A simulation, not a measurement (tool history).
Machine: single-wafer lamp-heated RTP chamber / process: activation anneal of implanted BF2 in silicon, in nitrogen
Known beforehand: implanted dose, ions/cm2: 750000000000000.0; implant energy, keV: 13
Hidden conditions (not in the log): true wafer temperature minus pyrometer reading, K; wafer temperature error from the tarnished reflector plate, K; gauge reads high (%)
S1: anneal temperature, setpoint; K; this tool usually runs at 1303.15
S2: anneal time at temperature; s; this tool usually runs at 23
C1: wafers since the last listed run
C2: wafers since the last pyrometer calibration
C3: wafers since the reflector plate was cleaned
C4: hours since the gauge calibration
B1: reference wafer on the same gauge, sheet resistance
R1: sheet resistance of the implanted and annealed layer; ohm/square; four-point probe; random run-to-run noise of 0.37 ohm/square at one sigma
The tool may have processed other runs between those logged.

run	hour	S1	S2	C1	C2	C3	C4	B1	R1
1	0.0	1310.15	17	0	743	12894	70.3	234.03	193.50
2	15.4	1310.15	17	119	863	13014	85.7	233.92	192.82
3	33.1	1291.15	33	137	1000	13151	103.4	233.99	192.23
4	45.3	1291.15	33	94	1094	13246	115.6	234.02	192.52
5	59.6	1303.15	23	110	1205	13356	129.9	234.06	191.84
6	71.1	1303.15	23	89	1294	13446	141.4	234.05	191.44
7	85.7	1303.15	23	113	1407	13559	156.0	234.07	191.61
8	92.2	1303.15	23	50	1458	13609	162.5	233.91	191.94
9	106.9	1303.15	23	113	1572	13723	177.2	234.02	191.10
10	118.6	1303.15	23	90	1662	13814	188.9	233.91	190.29
11	134.6	1303.15	23	124	1786	13938	204.9	233.86	190.97
12	145.7	1303.15	20	86	1873	14024	216.0	234.10	194.10
13	162.6	1303.15	20	131	2004	14155	232.9	233.93	193.93
# hour 183.3: reflector plate cleaned
14	183.8	1303.15	23	102	2106	4	254.1	233.86	198.76
15	186.9	1303.15	23	24	2130	28	257.2	233.98	198.52
16	195.3	1303.15	23	65	2195	93	265.6	234.07	198.44
17	203.8	1303.15	23	65	2261	159	274.1	233.94	198.61
18	220.7	1315.15	27	131	2392	290	291.0	234.02	185.71
# hour 235.5: pyrometer window cleaned and pyrometer calibrated
19	236.0	1303.15	23	56	3	346	306.3	234.02	200.29
20	261.5	1303.15	23	197	201	544	331.8	234.01	199.87
21	275.6	1322.15	23	109	310	653	345.9	233.99	184.42
22	290.9	1318.15	10	118	429	772	361.2	233.94	206.47
# hour 296.3: gauge calibrated
23	303.3	1303.15	30	96	525	868	7.0	234.01	192.14
24	312.3	1275.15	12	69	595	938	16.0	234.10	250.94
25	324.9	1303.15	23	97	692	1035	28.6	233.95	198.92
26	333.7	1292.15	10	68	761	1103	37.4	234.03	235.51
27	343.6	1303.15	23	76	837	1180	47.3	233.99	199.02
28	360.8	1303.15	23	133	971	1314	64.5	234.01	198.65
29	376.0	1332.15	31	117	1088	1431	79.7	233.90	171.71
30	391.8	1303.15	11	122	1211	1554	95.5	233.97	218.33
31	404.5	1312.15	36	98	1309	1652	108.2	234.09	181.48
32	414.9	1316.15	34	80	1390	1733	118.6	233.97	180.19
33	422.4	1292.15	30	58	1448	1791	126.1	234.04	201.32
34	436.2	1314.15	36	106	1555	1898	139.9	234.06	180.06

5 ways to go on from here, each from the tool as it stands after run 34. What would each give?
A	436.6	1303.15	23	3	1558	1901	140.3	?	?
B	436.6	1275.15	30	3	1558	1901	140.3	?	?
C	436.6	1303.15	33	3	1558	1901	140.3	?	?
D	436.6	1277.15	30	3	1558	1901	140.3	?	?
E	436.6	1319.15	34	3	1558	1901	140.3	?	?

run	B1	R1
A	234.00	198.58
B	234.00	219.99
C	234.00	189.66
D	234.00	217.46
E	234.00	178.31
Take away the tool's hidden state, keep each run's random variation, and the runs would have read:
run	R1
A	201.16
B	223.82
C	191.85
D	221.17
E	180.16

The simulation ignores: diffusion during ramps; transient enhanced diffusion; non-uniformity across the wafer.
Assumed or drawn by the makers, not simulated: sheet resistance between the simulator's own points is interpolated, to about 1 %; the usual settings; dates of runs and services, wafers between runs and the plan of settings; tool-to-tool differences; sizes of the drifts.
